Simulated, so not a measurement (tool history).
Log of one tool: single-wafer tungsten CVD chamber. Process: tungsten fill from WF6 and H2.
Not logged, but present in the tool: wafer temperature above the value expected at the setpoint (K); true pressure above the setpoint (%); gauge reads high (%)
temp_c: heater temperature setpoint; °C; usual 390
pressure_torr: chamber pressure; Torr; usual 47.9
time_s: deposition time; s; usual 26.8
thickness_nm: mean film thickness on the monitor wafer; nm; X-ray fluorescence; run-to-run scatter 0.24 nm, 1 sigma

run,hour,temp_c,pressure_torr,time_s,wafers since the last listed run,hours since the last thermocouple change,hours since the last manometer calibration,hours since the showerhead was replaced,hours since the gauge calibration,"read-back reference wafer on the same gauge, thickness_nm",thickness_nm
1,0.0,390,47.9,31.0,0,2109.3,1081.9,6600.6,207.4,88.716,85.869
2,11.6,390,47.9,26.8,207,2120.9,1093.5,6612.2,219.0,88.787,74.376
3,22.9,390,47.9,26.8,201,2132.2,1104.8,6623.5,230.3,88.901,74.369
4,33.9,390,47.9,26.8,196,2143.2,1115.8,6634.5,241.3,88.945,73.814
5,51.8,390,47.9,26.8,319,2161.1,1133.7,6652.4,259.2,88.845,73.829
6,58.6,390,47.9,26.8,121,2167.9,1140.5,6659.2,266.0,88.801,74.162
7,70.2,390,47.9,26.8,207,2179.5,1152.1,6670.8,277.6,88.708,74.547
# hour 86.8: capacitance manometer re-zeroed and calibrated
8,87.3,390,47.9,26.8,162,2196.6,0.5,6687.9,294.7,88.856,76.145
9,102.4,390,47.9,26.8,269,2211.7,15.6,6703.0,309.8,88.823,76.395
10,113.6,390,47.9,26.8,200,2222.9,26.8,6714.2,321.0,88.811,76.578
# hour 125.0: thermocouple changed; heater temperature recalibrated
11,126.4,390,47.9,26.8,85,1.4,39.6,6727.0,333.8,88.878,76.298
12,133.8,390,47.9,26.8,132,8.8,47.0,6734.4,341.2,88.836,76.593
13,148.8,390,47.9,26.8,267,23.8,62.0,6749.4,356.2,88.739,76.318
# hour 164.0: showerhead replaced
14,164.5,390,47.9,31.8,137,39.5,77.7,0.5,371.9,88.823,90.851
15,177.6,397,44.0,26.8,233,52.6,90.8,13.6,385.0,88.746,85.799
16,193.2,384,44.4,26.8,278,68.2,106.4,29.2,400.6,88.678,64.705
17,209.3,390,47.9,26.8,287,84.3,122.5,45.3,416.7,88.865,76.375
18,225.3,396,47.9,26.8,285,100.3,138.5,61.3,432.7,88.782,87.080
19,242.1,378,44.9,21.6,300,117.1,155.3,78.1,449.5,88.903,45.349
20,256.7,382,47.9,26.8,260,131.7,169.9,92.7,464.1,88.879,63.408
21,274.1,404,47.9,24.0,310,149.1,187.3,110.1,481.5,88.867,91.237
22,287.4,386,47.9,23.4,237,162.4,200.6,123.4,494.8,88.614,60.464
23,297.5,386,47.9,23.4,180,172.5,210.7,133.5,504.9,88.977,60.395
# hour 303.4: gauge calibrated
24,306.1,390,47.9,26.8,153,181.1,219.3,142.1,2.7,88.760,76.193
25,321.2,399,54.3,26.8,269,196.2,234.4,157.2,17.8,88.736,96.999
26,331.0,376,47.9,26.8,175,206.0,244.2,167.0,27.6,88.765,55.152
27,341.4,390,47.9,26.8,185,216.4,254.6,177.4,38.0,88.721,76.083
28,355.2,377,52.5,31.4,246,230.2,268.4,191.2,51.8,88.899,68.504
29,364.9,384,44.4,26.8,173,239.9,278.1,200.9,61.5,88.842,64.786
30,376.4,381,59.2,23.3,205,251.4,289.6,212.4,73.0,88.841,58.295
31,392.8,396,47.9,29.2,292,267.8,306.0,228.8,89.4,88.743,94.246
32,406.4,390,47.9,26.8,242,281.4,319.6,242.4,103.0,88.722,75.625
33,420.2,390,51.3,31.7,246,295.2,333.4,256.2,116.8,88.763,91.963
34,436.2,383,47.9,24.3,285,311.2,349.4,272.2,132.8,88.727,58.673
35,450.5,390,47.9,26.8,255,325.5,363.7,286.5,147.1,88.693,75.631

Measured result minus the same run's result without the hidden state. Both carry the same run-to-run variation, though not necessarily the same gauge scatter:
run,thickness_nm
1,-3.006
2,-2.634
3,-2.662
4,-2.670
5,-2.717
6,-2.747
7,-2.792
8,-0.252
9,-0.289
10,-0.317
11,-0.347
12,-0.366
13,-0.401
14,-0.522
15,-0.528
16,-0.431
17,-0.547
18,-0.668
19,-0.372
20,-0.550
21,-0.841
22,-0.583
23,-0.602
24,-0.780
25,-1.012
26,-0.609
27,-0.865
28,-0.799
29,-0.786
30,-0.709
31,-1.228
32,-1.018
33,-1.279
34,-0.847
35,-1.127
